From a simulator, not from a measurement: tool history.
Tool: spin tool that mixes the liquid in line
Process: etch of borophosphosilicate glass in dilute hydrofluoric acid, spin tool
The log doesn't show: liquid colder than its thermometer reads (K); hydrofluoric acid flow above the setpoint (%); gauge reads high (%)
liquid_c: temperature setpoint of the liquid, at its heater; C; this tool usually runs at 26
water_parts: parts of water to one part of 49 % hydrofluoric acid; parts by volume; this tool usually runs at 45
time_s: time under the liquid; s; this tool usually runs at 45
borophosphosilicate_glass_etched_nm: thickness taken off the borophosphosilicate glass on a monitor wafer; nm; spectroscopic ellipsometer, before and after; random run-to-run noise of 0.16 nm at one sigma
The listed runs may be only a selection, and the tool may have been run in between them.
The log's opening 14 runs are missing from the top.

run    hour  liquid_c  water_parts  time_s  wafers since the last listed run  hours since the thermometer was replaced  hours since the hydrofluoric acid flow meter was replaced  hours since the gauge calibration  read-back film thickness of the borophosphosilicate glass reference wafer, read on the same gauge (nm)  borophosphosilicate_glass_etched_nm
      778.7  -- hydrofluoric acid flow meter replaced
 15     809        26           45      45                               431                                    2463.4                                                       30.3                              981.7                                                                                                   89.98                                30.04
 16     855        26           25      45                               482                                    2509.4                                                       76.3                             1027.7                                                                                                   89.99                                56.58
 17     938        26           50      35                               870                                    2592.4                                                      159.3                             1110.7                                                                                                   89.96                                   21
 18   991.2      23.5           60      45                               558                                    2645.6                                                      212.5                             1163.9                                                                                                   90.01                                19.98
     1028.8  -- thermometer replaced
 19    1093        26           45      45                              1057                                      64.2                                                      314.3                             1265.7                                                                                                   89.97                                31.41
 20  1139.3        26           60      25                               485                                     110.5                                                      360.6                               1312                                                                                                   89.99                                12.76
 21  1239.8        26           25      65                              1054                                       211                                                      461.1                             1412.5                                                                                                   90.01                                83.75
     1267.8  -- gauge calibrated
 22  1278.4      22.5           30      45                               404                                     249.6                                                      499.7                               10.6                                                                                                   89.97                                41.62
 23  1321.5        24           55      30                               452                                     292.7                                                      542.8                               53.7                                                                                                   89.96                                 15.5
 24  1364.5      22.5           45      45                               451                                     335.7                                                      585.8                               96.7                                                                                                   89.96                                27.29
 25  1417.6        26           40      45                               556                                     388.8                                                      638.9                              149.8                                                                                                      90                                35.59
 26  1525.1        24           55      45                              1127                                     496.3                                                      746.4                              257.3                                                                                                   90.01                                23.23
 27  1570.3        26           45      55                               474                                     541.5                                                      791.6                              302.5                                                                                                   90.03                                38.08
 28  1655.5        26           45      45                               893                                     626.7                                                      876.8                              387.7                                                                                                   90.02                                31.53
 29  1697.8        24           40      70                               443                                       669                                                      919.1                                430                                                                                                   90.01                                51.26
 30  1769.4      21.5           50      30                               751                                     740.6                                                      990.7                              501.6                                                                                                   90.02                                15.37
 31  1825.1        28           65      45                               584                                     796.3                                                     1046.4                              557.3                                                                                                   89.99                                   23
 32  1948.7        26           45      45                              1296                                     919.9                                                       1170                              680.9                                                                                                   90.01                                31.57
 33  2074.7        31           45      45                              1321                                    1045.9                                                       1296                              806.9                                                                                                   90.01                                38.68

Consider 3 possible next runs. They are alternatives, not a sequence: every one starts from the tool as it was left by run 33. What does each give?
  A  2075.1        22           45      45                                 4                                    1046.3                                                     1296.4                              807.3                                                                                                       ?                                    ?
  B  2075.1      24.5           60      55                                 4                                    1046.3                                                     1296.4                              807.3                                                                                                       ?                                    ?
  C  2075.1        26           30      35                                 4                                    1046.3                                                     1296.4                              807.3                                                                                                       ?                                    ?

run  read-back film thickness of the borophosphosilicate glass reference wafer, read on the same gauge (nm)  borophosphosilicate_glass_etched_nm
  A                                                                                                   90.02                                26.73
  B                                                                                                   90.02                                26.67
  C                                                                                                   90.02                                37.57
With no hidden state in the tool, these same runs would have given:
run  borophosphosilicate_glass_etched_nm
  A                                26.37
  B                                26.29
  C                                37.08
